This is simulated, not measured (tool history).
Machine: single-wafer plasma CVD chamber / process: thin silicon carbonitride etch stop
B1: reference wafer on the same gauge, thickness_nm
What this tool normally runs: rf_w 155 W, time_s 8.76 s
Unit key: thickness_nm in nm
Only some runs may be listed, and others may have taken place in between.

Run 1, day 0.000: usual settings but rf_w 180 W; B1 5.183. Result: thickness_nm 4.984 nm.
Run 2, day 3.675: usual settings but time_s 9.84 s; B1 5.182. Result: thickness_nm 5.429 nm.
Run 3, day 6.996: usual settings but time_s 9.84 s; B1 5.178. Result: thickness_nm 5.469 nm.
Run 4, day 15.333: usual settings but time_s 9.84 s; B1 5.177. Result: thickness_nm 5.425 nm.
Run 5, day 17.829: usual settings; B1 5.181. Result: thickness_nm 4.847 nm.
Run 6, day 21.196: usual settings but rf_w 165 W; B1 5.174. Result: thickness_nm 4.878 nm.
At day 23.925: gauge calibrated.
Run 7, day 26.462: usual settings but rf_w 165 W; B1 5.182. Result: thickness_nm 4.893 nm.
Run 8, day 28.675: usual settings but rf_w 165 W; B1 5.174. Result: thickness_nm 4.918 nm.
At day 30.504: showerhead replaced, of another model than before.
Run 9, day 32.571: usual settings; B1 5.187. Result: thickness_nm 4.861 nm.
Run 10, day 34.300: usual settings; B1 5.179. Result: thickness_nm 4.865 nm.
Run 11, day 37.046: usual settings; B1 5.181. Result: thickness_nm 4.863 nm.
Run 12, day 49.592: usual settings; B1 5.184. Result: thickness_nm 4.827 nm.
At day 50.325: thermocouple changed; heater temperature recalibrated.
Run 13, day 52.292: usual settings but time_s 9.81 s; B1 5.182. Result: thickness_nm 5.431 nm.
Run 14, day 64.029: usual settings but rf_w 185 W, time_s 7.40 s; B1 5.179. Result: thickness_nm 4.164 nm.
Run 15, day 68.071: usual settings but rf_w 135 W, time_s 9.45 s; B1 5.179. Result: thickness_nm 5.107 nm.
Run 16, day 71.196: usual settings but rf_w 130 W, time_s 10.50 s; B1 5.184. Result: thickness_nm 5.684 nm.
Run 17, day 74.471: usual settings but rf_w 185 W, time_s 9.53 s; B1 5.182. Result: thickness_nm 5.428 nm.
Run 18, day 76.012: usual settings but rf_w 180 W, time_s 10.50 s; B1 5.179. Result: thickness_nm 5.897 nm.
Run 19, day 78.921: usual settings but rf_w 145 W, time_s 7.27 s; B1 5.181. Result: thickness_nm 3.982 nm.
Run 20, day 83.283: usual settings but rf_w 135 W; B1 5.176. Result: thickness_nm 4.735 nm.
At day 85.117: RF generator calibrated.
Run 21, day 86.658: usual settings but time_s 10.34 s; B1 5.180. Result: thickness_nm 5.768 nm.
Run 22, day 89.425: usual settings but time_s 9.81 s; B1 5.183. Result: thickness_nm 5.491 nm.
Run 23, day 93.433: usual settings but time_s 7.95 s; B1 5.179. Result: thickness_nm 4.409 nm.
Run 24, day 97.525: usual settings but rf_w 175 W, time_s 8.10 s; B1 5.181. Result: thickness_nm 4.603 nm.
Run 25, day 99.450: usual settings but time_s 9.64 s; B1 5.180. Result: thickness_nm 5.354 nm.
Run 26, day 103.571: usual settings; B1 5.178. Result: thickness_nm 4.880 nm.
Run 27, day 105.708: usual settings but rf_w 135 W; B1 5.182. Result: thickness_nm 4.777 nm.
Run 28, day 108.012: usual settings but rf_w 130 W, time_s 10.08 s; B1 5.180. Result: thickness_nm 5.482 nm.
Run 29, day 118.150: usual settings but rf_w 140 W, time_s 9.69 s; B1 5.183. Result: thickness_nm 5.260 nm.
Run 30, day 121.317: usual settings but time_s 10.05 s; B1 5.178. Result: thickness_nm 5.555 nm.
Run 31, day 125.504: usual settings; B1 5.178. Result: thickness_nm 4.852 nm.
Run 32, day 129.429: usual settings but rf_w 140 W, time_s 7.10 s; B1 5.178. Result: thickness_nm 3.876 nm.
Run 33, day 132.146: usual settings but rf_w 145 W, time_s 7.42 s; B1 5.185. Result: thickness_nm 4.073 nm.
Run 34, day 135.829: usual settings but time_s 9.43 s; B1 5.180. Result: thickness_nm 5.204 nm.

Here are 5 independent what-if runs from the current tool condition. What would each one return?
Run A, day 135.846: usual settings; B1 ?. Result: thickness_nm ?.
Run B, day 135.846: usual settings but time_s 7.57 s; B1 ?. Result: thickness_nm ?.
Run C, day 135.846: usual settings but time_s 10.26 s; B1 ?. Result: thickness_nm ?.
Run D, day 135.846: usual settings but rf_w 185 W, time_s 9.96 s; B1 ?. Result: thickness_nm ?.
Run E, day 135.846: usual settings but rf_w 185 W, time_s 7.11 s; B1 ?. Result: thickness_nm ?.

run     B1  thickness_nm
  A  5.178         4.824
  B  5.178         4.169
  C  5.178         5.650
  D  5.178         5.627
  E  5.178         4.017
What these runs would have given with no unlogged condition in the tool:
run  thickness_nm
  A         4.870
  B         4.208
  C         5.703
  D         5.679
  E         4.054
